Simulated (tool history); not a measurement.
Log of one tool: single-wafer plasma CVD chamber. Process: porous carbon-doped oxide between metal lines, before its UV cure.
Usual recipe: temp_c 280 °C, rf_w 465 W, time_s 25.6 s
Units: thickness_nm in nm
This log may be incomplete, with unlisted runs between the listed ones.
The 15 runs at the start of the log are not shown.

run     day  temp_c  rf_w  time_s  wafers since the last listed run  hours since the last thermocouple change  hours since the last RF generator calibration  hours since the showerhead was replaced  hours since the gauge calibration  read-back reference wafer on the same gauge, thickness_nm  thickness_nm
 16  18.375     272   465    25.6                               767                                     184.8                                           37.3                                    170.3                              180.1                                                    141.143       162.568
 17  20.592     280   535    25.6                              1194                                     238.0                                           90.5                                    223.5                              233.3                                                    141.045       166.614
 18  21.854     269   540    21.9                               680                                     268.3                                          120.8                                    253.8                              263.6                                                    140.913       155.702
 19  22.629     280   515    25.6                               417                                     286.9                                          139.4                                    272.4                              282.2                                                    140.976       161.638
 20  23.179     280   520    29.3                               296                                     300.1                                          152.6                                    285.6                              295.4                                                    140.906       184.762
 21  24.050     270   465    29.4                               469                                     321.0                                          173.5                                    306.5                              316.3                                                    140.904       186.783
 22  24.642     274   555    27.6                               318                                     335.2                                          187.7                                    320.7                              330.5                                                    140.910       190.477
 23  25.338     280   465    25.6                               374                                     351.9                                          204.4                                    337.4                              347.2                                                    140.906       151.720
 24  26.021     280   465    20.6                               368                                     368.3                                          220.8                                    353.8                              363.6                                                    140.843       123.798
 25  27.462     280   525    28.1                               776                                     402.9                                          255.4                                    388.4                              398.2                                                    140.928       179.298
 26  28.762     285   490    25.6                               700                                     434.1                                          286.6                                    419.6                              429.4                                                    141.004       151.760
 27  30.233     280   495    25.6                               792                                     469.4                                          321.9                                    454.9                              464.7                                                    140.945       157.835
 28  30.962     267   545    25.6                               392                                     486.9                                          339.4                                    472.4                              482.2                                                    140.991       183.691
 29  31.938     266   415    29.3                               525                                     510.3                                          362.8                                    495.8                              505.6                                                    141.064       177.960
 30  33.154     280   465    25.6                               655                                     539.5                                          392.0                                    525.0                              534.8                                                    141.000       152.036
 31  34.333     284   545    25.6                               635                                     567.8                                          420.3                                    553.3                              563.1                                                    140.964       161.874
     34.817  -- gauge calibrated
 32  35.200     290   540    29.1                               466                                     588.6                                          441.1                                    574.1                                9.2                                                    141.018       174.359

Consider 3 possible next runs. They are alternatives, not a sequence: every one starts from the tool as it was left by run 32. What does each give?
  A  35.217     280   465    25.6                                 8                                     589.0                                          441.5                                    574.5                                9.6                                                          ?             ?
  B  35.217     280   400    25.6                                 8                                     589.0                                          441.5                                    574.5                                9.6                                                          ?             ?
  C  35.217     293   465    25.6                                 8                                     589.0                                          441.5                                    574.5                                9.6                                                          ?             ?

run  read-back reference wafer on the same gauge, thickness_nm  thickness_nm
  A                                                    140.902       150.718
  B                                                    140.902       136.504
  C                                                    140.902       137.713
What these runs would have given with no unlogged condition in the tool:
run  thickness_nm
  A       153.588
  B       139.389
  C       140.282

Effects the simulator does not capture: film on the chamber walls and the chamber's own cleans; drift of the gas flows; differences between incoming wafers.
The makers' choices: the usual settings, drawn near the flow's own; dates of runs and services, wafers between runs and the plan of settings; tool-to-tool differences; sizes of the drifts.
